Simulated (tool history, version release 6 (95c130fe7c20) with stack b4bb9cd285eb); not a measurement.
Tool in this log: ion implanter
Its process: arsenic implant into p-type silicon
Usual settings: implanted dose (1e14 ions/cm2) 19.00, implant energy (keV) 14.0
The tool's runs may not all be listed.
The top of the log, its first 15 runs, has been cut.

run   hour  implanted dose (1e14 ions/cm2)  implant energy (keV)  wafers since the last listed run  hours since the last dose calibration  hours since the extraction supply was calibrated  hours since the gauge calibration  read-back reference wafer on the same gauge, sheet resistance  sheet resistance of the implanted and annealed layer (ohm/square)
 16  212.2                           15.51                  14.0                               186                                 1246.5                                              12.1                               34.7                                                          94.49                                                              97.38
     226.1  -- Faraday cup replaced and dose calibrated
 17  226.6                           19.00                  10.5                               103                                    0.5                                              26.5                               49.1                                                          94.51                                                              94.43
 18  237.6                           19.00                  16.0                               177                                   11.5                                              37.5                               60.1                                                          94.50                                                              90.39
 19  244.0                           20.86                  12.0                               103                                   17.9                                              43.9                               66.5                                                          94.49                                                              90.68
 20  254.8                           19.00                  14.0                               174                                   28.7                                              54.7                               77.3                                                          94.50                                                              92.13
 21  267.0                           19.00                  14.0                               196                                   40.9                                              66.9                               89.5                                                          94.49                                                              92.01
 22  273.9                           22.22                  12.0                               111                                   47.8                                              73.8                               96.4                                                          94.49                                                              89.21
 23  285.2                           19.00                  14.0                               182                                   59.1                                              85.1                              107.7                                                          94.48                                                              91.97
 24  300.3                           24.03                  14.0                               243                                   74.2                                             100.2                              122.8                                                          94.50                                                              86.20
 25  311.1                           19.00                  14.0                               174                                   85.0                                             111.0                              133.6                                                          94.51                                                              92.20
 26  323.2                           15.29                  16.0                               195                                   97.1                                             123.1                              145.7                                                          94.48                                                              98.13
 27  336.6                           22.37                  11.5                               215                                  110.5                                             136.5                              159.1                                                          94.48                                                              89.72
 28  353.1                           19.00                  14.0                               265                                  127.0                                             153.0                              175.6                                                          94.49                                                              91.82
 29  370.8                           16.89                  18.5                               285                                  144.7                                             170.7                              193.3                                                          94.51                                                              92.35

Run 30, settings as shown, results not yet in. Your forecast:
 30  381.6                           16.97                  14.0                               174                                  155.5                                             181.5                              204.1                                                              ?                                                                  ?

{"run 30": {"read-back reference wafer on the same gauge, sheet resistance": 94.48, "sheet resistance of the implanted and annealed layer (ohm/square)": 95.38}}
Without the tool's hidden state the same run would have given sheet resistance of the implanted and annealed layer (ohm/square) 95.86.

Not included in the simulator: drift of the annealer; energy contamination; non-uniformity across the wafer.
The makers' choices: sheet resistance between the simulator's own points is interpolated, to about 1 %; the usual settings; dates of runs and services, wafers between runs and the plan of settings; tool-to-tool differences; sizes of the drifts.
